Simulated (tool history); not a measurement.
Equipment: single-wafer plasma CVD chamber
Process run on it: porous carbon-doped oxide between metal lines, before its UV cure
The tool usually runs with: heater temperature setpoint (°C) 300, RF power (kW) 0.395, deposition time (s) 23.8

run,day,heater temperature setpoint (°C),RF power (kW),deposition time (s),wafers since the last listed run,hours since the last thermocouple change,hours since the last RF generator calibration,hours since the showerhead was replaced,hours since the gauge calibration,"read-back reference wafer on the same gauge, thickness_nm",mean film thickness on the monitor wafer (Å)
1,0.000,300,0.395,23.8,0,1083.0,1313.1,5475.7,970.0,125.950,1062.18
2,0.896,300,0.395,26.0,454,1104.5,1334.6,5497.2,991.5,126.047,1158.17
3,1.633,300,0.395,20.4,374,1122.2,1352.3,5514.9,1009.2,125.979,915.64
4,2.867,300,0.395,20.4,626,1151.8,1381.9,5544.5,1038.8,125.949,918.12
5,3.571,300,0.395,26.8,357,1168.7,1398.8,5561.4,1055.7,125.908,1194.94
6,4.883,300,0.425,23.8,666,1200.2,1430.3,5592.9,1087.2,125.913,1117.30
# day 5.471: gauge calibrated
7,5.608,300,0.395,23.8,368,1217.6,1447.7,5610.3,3.3,125.975,1062.78
8,6.167,300,0.395,23.8,283,1231.0,1461.1,5623.7,16.7,126.024,1063.65
9,7.638,300,0.395,23.8,747,1266.3,1496.4,5659.0,52.0,126.007,1063.15
10,8.929,300,0.395,23.8,656,1297.3,1527.4,5690.0,83.0,125.948,1064.97
11,9.458,300,0.395,23.8,268,1310.0,1540.1,5702.7,95.7,126.030,1065.76
# day 9.996: showerhead replaced
12,10.017,300,0.395,23.8,114,1323.4,1553.5,0.5,109.1,126.042,1061.59
# day 11.025: RF generator calibrated
13,11.117,300,0.395,23.8,389,1349.8,2.2,26.9,135.5,125.966,1061.56
# day 11.892: thermocouple changed; heater temperature recalibrated
14,12.071,307,0.335,27.8,315,4.3,25.1,49.8,158.4,125.999,1045.87
15,13.071,309,0.335,26.9,507,28.3,49.1,73.8,182.4,125.978,1001.48
16,14.162,285,0.360,25.9,554,54.5,75.3,100.0,208.6,126.058,1186.08
17,14.796,300,0.355,25.6,321,69.7,90.5,115.2,223.8,125.979,1052.83
18,15.329,300,0.360,19.2,270,82.5,103.3,128.0,236.6,125.997,806.55
19,16.179,288,0.395,23.8,431,102.9,123.7,148.4,257.0,125.961,1146.90
20,17.517,291,0.365,22.5,679,135.0,155.8,180.5,289.1,125.987,1004.93
21,21.517,300,0.395,23.8,2031,231.0,251.8,276.5,385.1,125.955,1061.88
22,24.254,288,0.375,20.3,1390,296.7,317.5,342.2,450.8,126.017,946.79
23,25.508,294,0.420,19.5,636,326.8,347.6,372.3,480.9,125.987,953.84
24,26.817,300,0.395,23.8,664,358.2,379.0,403.7,512.3,126.064,1062.07
25,28.033,300,0.395,23.8,617,387.4,408.2,432.9,541.5,126.088,1064.32
26,29.071,300,0.395,23.8,526,412.3,433.1,457.8,566.4,126.001,1062.04
27,29.708,291,0.395,23.8,323,427.6,448.4,473.1,581.7,126.084,1129.21
28,30.688,300,0.430,23.8,497,451.1,471.9,496.6,605.2,126.030,1132.50
29,31.608,287,0.395,27.2,467,473.2,494.0,518.7,627.3,125.980,1315.69
30,32.825,300,0.355,25.6,617,502.4,523.2,547.9,656.5,125.996,1058.04
31,33.546,300,0.395,26.0,366,519.7,540.5,565.2,673.8,126.024,1156.98
32,34.917,300,0.395,23.8,696,552.6,573.4,598.1,706.7,125.976,1063.11
33,35.829,295,0.470,19.2,463,574.5,595.3,620.0,728.6,126.092,1010.04
34,39.604,287,0.395,23.8,1917,665.1,685.9,710.6,819.2,125.932,1157.23
35,40.879,300,0.395,23.8,647,695.7,716.5,741.2,849.8,125.934,1065.31

What was the tool's hidden state at every run in the log?
wafer temperature above the value expected at the setpoint (K): 0 across all the runs
delivered RF power above the setpoint (%): 0 across all the runs
gauge reads high (%): 0 across all the runs
